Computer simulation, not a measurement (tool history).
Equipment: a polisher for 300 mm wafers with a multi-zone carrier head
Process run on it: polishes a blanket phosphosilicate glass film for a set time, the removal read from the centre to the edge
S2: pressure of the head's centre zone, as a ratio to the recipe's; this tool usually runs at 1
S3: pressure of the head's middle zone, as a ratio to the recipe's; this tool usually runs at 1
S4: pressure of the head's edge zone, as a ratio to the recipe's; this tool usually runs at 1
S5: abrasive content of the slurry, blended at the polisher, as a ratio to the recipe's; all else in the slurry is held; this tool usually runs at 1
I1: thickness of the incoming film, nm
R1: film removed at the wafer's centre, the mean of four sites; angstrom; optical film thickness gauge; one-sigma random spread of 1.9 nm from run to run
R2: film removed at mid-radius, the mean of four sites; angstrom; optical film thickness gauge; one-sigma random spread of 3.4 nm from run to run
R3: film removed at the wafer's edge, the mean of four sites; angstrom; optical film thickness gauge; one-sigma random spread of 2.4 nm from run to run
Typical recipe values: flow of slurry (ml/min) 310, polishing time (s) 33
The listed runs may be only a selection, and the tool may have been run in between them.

{"run": 1, "day": 0.0, "flow of slurry (ml/min)": 310, "S2": 1, "S3": 1, "S4": 1, "S5": 1, "polishing time (s)": 33, "I1": 2687, "R1": 2671, "R2": 2702, "R3": 2705}
{"day": 0.392, "done": "worn pad replaced by a new one"}
{"run": 2, "day": 0.579, "flow of slurry (ml/min)": 310, "S2": 1, "S3": 1, "S4": 0.92, "S5": 1, "polishing time (s)": 33, "I1": 2699.6, "R1": 2650, "R2": 2644, "R3": 2569}
{"run": 3, "day": 1.242, "flow of slurry (ml/min)": 310, "S2": 1, "S3": 1, "S4": 1, "S5": 1, "polishing time (s)": 33, "I1": 2670.7, "R1": 2661, "R2": 2681, "R3": 2673}
{"run": 4, "day": 1.521, "flow of slurry (ml/min)": 310, "S2": 1, "S3": 1, "S4": 1, "S5": 1, "polishing time (s)": 33, "I1": 2643.1, "R1": 2620, "R2": 2650, "R3": 2650}
{"day": 2.288, "done": "carrier head's membrane replaced by a new one"}
{"run": 5, "day": 2.308, "flow of slurry (ml/min)": 225, "S2": 1, "S3": 1, "S4": 1, "S5": 1, "polishing time (s)": 33, "I1": 2727.9, "R1": 2551, "R2": 2642, "R3": 2632}
{"run": 6, "day": 3.267, "flow of slurry (ml/min)": 225, "S2": 1, "S3": 1, "S4": 1, "S5": 1, "polishing time (s)": 33, "I1": 2685.3, "R1": 2601, "R2": 2535, "R3": 2591}
{"day": 3.671, "done": "worn pad replaced by a new one"}
{"run": 7, "day": 3.692, "flow of slurry (ml/min)": 225, "S2": 1, "S3": 1, "S4": 1, "S5": 1, "polishing time (s)": 33, "I1": 2697.2, "R1": 2523, "R2": 2587, "R3": 2626}
{"run": 8, "day": 4.233, "flow of slurry (ml/min)": 310, "S2": 1, "S3": 1, "S4": 1.02, "S5": 1, "polishing time (s)": 43, "I1": 2655.3, "R1": 3455, "R2": 3387, "R3": 3427}
{"run": 9, "day": 4.558, "flow of slurry (ml/min)": 310, "S2": 1, "S3": 0.89, "S4": 1, "S5": 1, "polishing time (s)": 33, "I1": 2686.3, "R1": 2608, "R2": 2362, "R3": 2649}
{"run": 10, "day": 5.033, "flow of slurry (ml/min)": 310, "S2": 1.08, "S3": 1, "S4": 1, "S5": 1, "polishing time (s)": 33, "I1": 2748.5, "R1": 2804, "R2": 2586, "R3": 2620}
{"day": 5.633, "done": "slurry nozzle cleaned"}
{"run": 11, "day": 5.667, "flow of slurry (ml/min)": 310, "S2": 1, "S3": 1, "S4": 1, "S5": 0.7, "polishing time (s)": 33, "I1": 2724.7, "R1": 2409, "R2": 2430, "R3": 2397}

Estimate the outcome of run 12 from the log above:
{"day": 5.8, "done": "centre zone pressure recalibrated"}
{"day": 5.933, "done": "edge zone pressure recalibrated"}
{"run": 12, "day": 6.029, "flow of slurry (ml/min)": 310, "S2": 1, "S3": 1, "S4": 1, "S5": 1, "polishing time (s)": 33, "I1": 2668.4, "R1": "?", "R2": "?", "R3": "?"}

{"run 12": {"R1": 2664, "R2": 2654, "R3": 2662}}
Were there no unlogged condition in the tool, this run, its random variation unchanged, would have produced R1 2680 angstrom, R2 2669 angstrom, R3 2673 angstrom.
